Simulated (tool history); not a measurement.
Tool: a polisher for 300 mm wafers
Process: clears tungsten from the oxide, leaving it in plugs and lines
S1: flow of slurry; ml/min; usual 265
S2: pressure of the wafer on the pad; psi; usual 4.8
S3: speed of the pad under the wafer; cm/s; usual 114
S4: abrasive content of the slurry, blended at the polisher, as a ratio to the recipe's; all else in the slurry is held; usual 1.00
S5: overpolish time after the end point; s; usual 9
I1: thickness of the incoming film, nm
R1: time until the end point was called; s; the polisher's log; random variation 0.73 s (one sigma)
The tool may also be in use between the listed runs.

Run 1, hour 0.0: usual settings; I1 624.8. Result: R1 76.4 s.
Run 2, hour 10.3: usual settings; I1 629.9. Result: R1 76.8 s.
Run 3, hour 19.3: usual settings; I1 627.8. Result: R1 76.0 s.
At hour 23.0: slurry nozzle cleaned.
At hour 32.2: slurry tank refilled with fresh slurry and peroxide.
Run 4, hour 32.7: usual settings; I1 616.6. Result: R1 71.0 s.
Run 5, hour 39.1: usual settings; I1 624.9. Result: R1 73.0 s.
Run 6, hour 55.0: usual settings; I1 624.9. Result: R1 73.0 s.
Run 7, hour 67.2: usual settings; I1 618.1. Result: R1 71.9 s.
Run 8, hour 81.7: usual settings but S3 94 cm/s, S4 0.85, S5 5 s; I1 622.6. Result: R1 91.0 s.
Run 9, hour 87.9: usual settings; I1 631.1. Result: R1 72.8 s.
Run 10, hour 96.2: usual settings but S2 3.2 psi, S4 0.80; I1 624.3. Result: R1 116.7 s.
At hour 101.7: worn pad replaced by a new one.
Run 11, hour 102.9: usual settings; I1 623.3. Result: R1 71.8 s.
At hour 106.8: slurry blender recalibrated.
At hour 112.3: head pressure recalibrated.
Run 12, hour 118.1: usual settings but S4 0.85; I1 617.9. Result: R1 75.2 s.
Run 13, hour 132.2: usual settings but S1 175 ml/min; I1 612.5. Result: R1 74.5 s.
At hour 137.3: slurry tank refilled with fresh slurry and peroxide.
Run 14, hour 143.6: usual settings but S1 340 ml/min, S3 140 cm/s, S4 0.70, S5 11 s; I1 609.2. Result: R1 64.4 s.
Run 15, hour 158.8: usual settings but S1 340 ml/min, S3 130 cm/s; I1 624.8. Result: R1 64.5 s.
Run 16, hour 170.6: usual settings but S1 300 ml/min; I1 622.9. Result: R1 73.5 s.
Run 17, hour 188.5: usual settings but S1 310 ml/min, S3 140 cm/s, S5 12 s; I1 609.3. Result: R1 59.1 s.
Run 18, hour 205.0: usual settings; I1 618.4. Result: R1 73.8 s.
At hour 217.3: worn pad replaced by a new one.
Run 19, hour 217.8: usual settings but S3 88 cm/s; I1 614.7. Result: R1 89.0 s.
Run 20, hour 224.6: usual settings; I1 615.2. Result: R1 72.0 s.
At hour 241.2: slurry tank refilled with fresh slurry and peroxide.
Run 21, hour 242.0: usual settings but S1 305 ml/min, S3 152 cm/s, S4 1.25, S5 13 s; I1 614.6. Result: R1 53.1 s.

The next listed run, before its measurement:
Run 22, hour 256.5: usual settings but S1 240 ml/min, S5 14 s; I1 617.7. Result: R1 ?.

Run 22 gave R1 73.9 s.
Without the tool's hidden state the same run would have given R1 70.9 s.

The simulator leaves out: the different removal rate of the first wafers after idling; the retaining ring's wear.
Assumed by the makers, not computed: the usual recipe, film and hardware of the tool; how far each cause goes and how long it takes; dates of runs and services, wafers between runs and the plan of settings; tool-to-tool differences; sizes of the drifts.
